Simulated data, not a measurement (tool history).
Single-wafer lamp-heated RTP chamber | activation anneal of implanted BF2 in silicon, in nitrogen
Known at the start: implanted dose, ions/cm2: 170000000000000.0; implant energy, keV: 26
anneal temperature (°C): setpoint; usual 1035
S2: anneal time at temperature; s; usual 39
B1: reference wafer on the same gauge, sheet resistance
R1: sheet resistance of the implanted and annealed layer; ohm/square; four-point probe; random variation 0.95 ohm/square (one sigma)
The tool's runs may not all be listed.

Run 1, day 0.000: usual settings; B1 567.12. Result: R1 630.43 ohm/square.
Run 2, day 2.567: usual settings; B1 567.04. Result: R1 631.23 ohm/square.
Run 3, day 4.446: usual settings; B1 566.93. Result: R1 631.16 ohm/square.
At day 4.921: reflector plate cleaned.
Run 4, day 6.154: usual settings; B1 566.96. Result: R1 629.29 ohm/square.
Run 5, day 8.296: usual settings; B1 567.04. Result: R1 629.56 ohm/square.
Run 6, day 10.746: usual settings; B1 567.05. Result: R1 629.69 ohm/square.
Run 7, day 13.512: usual settings but anneal temperature (°C) 1025, S2 46 s; B1 567.14. Result: R1 630.09 ohm/square.
At day 14.933: pyrometer window cleaned and pyrometer calibrated.
Run 8, day 16.321: usual settings but anneal temperature (°C) 1025, S2 46 s; B1 566.93. Result: R1 632.22 ohm/square.
Run 9, day 18.204: usual settings but anneal temperature (°C) 1025, S2 46 s; B1 566.93. Result: R1 632.42 ohm/square.
Run 10, day 21.617: usual settings but S2 22 s; B1 566.94. Result: R1 638.15 ohm/square.
At day 22.875: reflector plate cleaned.
Run 11, day 25.442: usual settings but S2 22 s; B1 566.87. Result: R1 640.17 ohm/square.
Run 12, day 28.242: usual settings; B1 566.97. Result: R1 632.34 ohm/square.
Run 13, day 30.262: usual settings; B1 567.13. Result: R1 633.30 ohm/square.
Run 14, day 32.354: usual settings; B1 566.90. Result: R1 631.25 ohm/square.
Run 15, day 35.100: usual settings but S2 47 s; B1 566.84. Result: R1 625.17 ohm/square.
Run 16, day 36.767: usual settings but anneal temperature (°C) 1018, S2 50 s; B1 567.00. Result: R1 630.90 ohm/square.
At day 39.488: reflector plate cleaned.
At day 41.133: pyrometer window cleaned and pyrometer calibrated.
Run 17, day 41.154: usual settings but anneal temperature (°C) 1009; B1 566.83. Result: R1 637.61 ohm/square.
Run 18, day 42.538: usual settings but anneal temperature (°C) 1053, S2 55 s; B1 567.02. Result: R1 621.09 ohm/square.
Run 19, day 45.850: usual settings but anneal temperature (°C) 1052, S2 52 s; B1 566.88. Result: R1 620.89 ohm/square.
Run 20, day 48.429: usual settings but anneal temperature (°C) 1054, S2 47 s; B1 566.95. Result: R1 622.67 ohm/square.
Run 21, day 51.367: usual settings; B1 566.99. Result: R1 631.20 ohm/square.
Run 22, day 54.467: usual settings but S2 47 s; B1 566.88. Result: R1 628.35 ohm/square.

The next listed run, before its measurement:
At day 58.758: reflector plate cleaned.
Run 23, day 58.779: usual settings but S2 26 s; B1 ?. Result: R1 ?.

{"run 23": {"B1": 566.83, "R1": 635.43}}
Without the tool's hidden state the same run would have given R1 637.22 ohm/square.
